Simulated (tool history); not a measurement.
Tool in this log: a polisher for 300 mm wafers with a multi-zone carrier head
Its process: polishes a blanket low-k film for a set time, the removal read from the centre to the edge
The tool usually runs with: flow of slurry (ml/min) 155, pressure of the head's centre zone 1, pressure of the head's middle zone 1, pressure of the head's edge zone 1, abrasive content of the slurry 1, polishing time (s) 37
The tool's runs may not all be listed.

run   hour  flow of slurry (ml/min)  pressure of the head's centre zone  pressure of the head's middle zone  pressure of the head's edge zone  abrasive content of the slurry  polishing time (s)  wafers since the last listed run  wafers polished on this pad  hours since the slurry nozzle was cleaned  hours since the centre zone pressure was calibrated  hours since the edge zone pressure was calibrated  hours since the carrier head's membrane was replaced  incoming thickness of the incoming film, nm  film removed at the wafer's centre (nm)  film removed at mid-radius (nm)  film removed at the wafer's edge (nm)
  1      0                      155                                   1                                   1                                 1                               1                  37                                 0                         1354                                      800.3                                                280.8                                             1083.2                                                1660.3                                          369                                     11.2                             11.3                                   11.3
       0.7  -- worn pad replaced by a new one
  2    6.8                      155                                   1                                   1                              1.07                               1                  37                                70                           70                                      807.1                                                287.6                                               1090                                                1667.1                                        375.3                                       12                             11.8                                     12
  3   19.9                      155                                   1                                   1                              1.07                               1                  37                               150                          220                                      820.2                                                300.7                                             1103.1                                                1680.2                                        365.8                                       12                             11.6                                   11.8
  4   27.2                      155                                   1                                   1                              1.07                               1                  37                                83                          304                                      827.5                                                  308                                             1110.4                                                1687.5                                          371                                     11.6                             11.7                                   11.9
  5   41.6                      155                                1.09                                   1                                 1                               1                  37                               165                          469                                      841.9                                                322.4                                             1124.8                                                1701.9                                          368                                     12.4                             11.3                                   11.3
  6   58.9                      155                                   1                                0.95                                 1                               1                  37                               198                          667                                      859.2                                                339.7                                             1142.1                                                1719.2                                        368.5                                     11.4                             11.1                                   11.3
  7   68.7                      120                                   1                                   1                                 1                               1                  37                               112                          779                                        869                                                349.5                                             1151.9                                                  1729                                        369.9                                       11                             10.9                                   10.9
      90.3  -- carrier head's membrane replaced by a new one
     103.6  -- centre zone pressure recalibrated
  8  107.4                      120                                   1                                   1                                 1                               1                  37                               363                         1143                                      907.7                                                  3.8                                             1190.6                                                  17.1                                        372.6                                     11.1                             10.7                                   10.7
     109.5  -- edge zone pressure recalibrated
     122.1  -- worn pad replaced by a new one
  9  122.6                      155                                   1                                   1                                 1                               1                  37                               105                            6                                      922.9                                                   19                                               13.1                                                  32.3                                        368.2                                     12.1                             11.7                                   11.6
 10  136.9                      155                                   1                                   1                                 1                             0.9                  37                               163                          170                                      937.2                                                 33.3                                               27.4                                                  46.6                                        365.1                                       11                               11                                   10.9
 11  154.6                      120                                   1                                1.08                              1.11                            0.85                  37                               202                          373                                      954.9                                                   51                                               45.1                                                  64.3                                        365.8                                     10.2                             10.9                                   10.7
     164.8  -- slurry nozzle cleaned
 12    170                      155                                   1                                1.05                                 1                            1.25                  37                               165                          538                                        5.2                                                 66.4                                               60.5                                                  79.7                                          367                                     12.4                               13                                   12.5
 13    177                      155                                   1                                   1                                 1                               1                  37                                80                          618                                       12.2                                                 73.4                                               67.5                                                  86.7                                        370.6                                     11.5                             11.2                                   11.2
 14    190                      155                                   1                                   1                                 1                               1                  26                               149                          767                                       25.2                                                 86.4                                               80.5                                                  99.7                                        374.5                                        8                              7.8                                    7.8
 15    200                      155                                   1                                0.91                              1.03                               1                  37                               114                          882                                       35.2                                                 96.4                                               90.5                                                 109.7                                        373.8                                     11.3                             10.4                                   11.3
 16  211.3                      200                                0.95                                0.91                                 1                            1.15                  37                               129                         1011                                       46.5                                                107.7                                              101.8                                                   121                                        376.2                                     11.9                             11.5                                   12.2

3 options for the next run, each taken on its own from the tool as it stands now. Forecast them:
  A  211.7                      155                                   1                                   1                                 1                               1                  37                                 4                         1016                                       46.9                                                108.1                                              102.2                                                 121.4                                        364.8                                        ?                                ?                                      ?
  B  211.7                      135                                0.89                                   1                               0.9                             0.8                  37                                 4                         1016                                       46.9                                                108.1                                              102.2                                                 121.4                                        364.8                                        ?                                ?                                      ?
  C  211.7                      155                                   1                                   1                                 1                             0.8                  37                                 4                         1016                                       46.9                                                108.1                                              102.2                                                 121.4                                        364.8                                        ?                                ?                                      ?

run  film removed at the wafer's centre (nm)  film removed at mid-radius (nm)  film removed at the wafer's edge (nm)
  A                                     11.3                             11.1                                   11.1
  B                                      8.8                              9.8                                    9.4
  C                                     10.2                               10                                     10
Without the tool's hidden state the same runs would have given:
run  film removed at the wafer's centre (nm)  film removed at mid-radius (nm)  film removed at the wafer's edge (nm)
  A                                       12                             11.8                                   11.8
  B                                      9.3                             10.4                                    9.9
  C                                     10.7                             10.6                                   10.6
